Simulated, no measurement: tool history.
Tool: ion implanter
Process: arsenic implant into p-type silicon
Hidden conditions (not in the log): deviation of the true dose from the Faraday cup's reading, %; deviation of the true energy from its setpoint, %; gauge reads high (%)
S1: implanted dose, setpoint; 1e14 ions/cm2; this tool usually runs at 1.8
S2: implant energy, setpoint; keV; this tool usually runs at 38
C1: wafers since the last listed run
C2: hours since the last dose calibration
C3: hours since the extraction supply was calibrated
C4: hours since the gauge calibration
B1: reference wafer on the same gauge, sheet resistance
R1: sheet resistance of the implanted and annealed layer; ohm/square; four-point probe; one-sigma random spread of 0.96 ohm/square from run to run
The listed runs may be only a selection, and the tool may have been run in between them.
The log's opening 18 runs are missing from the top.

run	hour	S1	S2	C1	C2	C3	C4	B1	R1
# hour 234.3: extraction supply calibrated
19	234.6	1.8	38	65	1038.5	0.3	278.3	333.07	399.96
20	251.8	2.06	30.5	231	1055.7	17.5	295.5	333.15	375.21
# hour 254.6: gauge calibrated
21	260.9	1.41	45	122	1064.8	26.6	6.3	333.07	459.68
22	277.1	1.46	46.5	217	1081	42.8	22.5	333.24	446.5
23	289.5	1.59	31.5	166	1093.4	55.2	34.9	333.15	449.79
# hour 308.9: Faraday cup replaced and dose calibrated
24	309.4	2.22	50	159	0.5	75.1	54.8	333.05	314.05
25	312.6	1.8	38	42	3.7	78.3	58	333.02	382.5
26	325.8	1.8	46	177	16.9	91.5	71.2	332.71	369.29
27	342.5	1.8	38	224	33.6	108.2	87.9	332.79	382.92
28	355.6	2.17	46	175	46.7	121.3	101	332.91	325.94
29	366.7	1.8	38	149	57.8	132.4	112.1	333.22	383.64
30	377.8	1.8	30.5	149	68.9	143.5	123.2	332.77	400.02
31	395.1	1.8	38	232	86.2	160.8	140.5	332.98	384.92
32	408.3	1.8	34	177	99.4	174	153.7	332.86	391.41

Consider 3 possible next runs. They are alternatives, not a sequence: every one starts from the tool as it was left by run 32. What does each give?
A	408.7	1.29	38	5	99.8	174.4	154.1	?	?
B	408.7	1.41	43.5	5	99.8	174.4	154.1	?	?
C	408.7	2.24	30	5	99.8	174.4	154.1	?	?

run	B1	R1
A	333.03	484.55
B	333.03	444.8
C	333.03	340.44
The same runs, with their run-to-run variation unchanged, on a tool lacking any hidden condition would have given:
run	R1
A	480.97
B	441.52
C	337.76
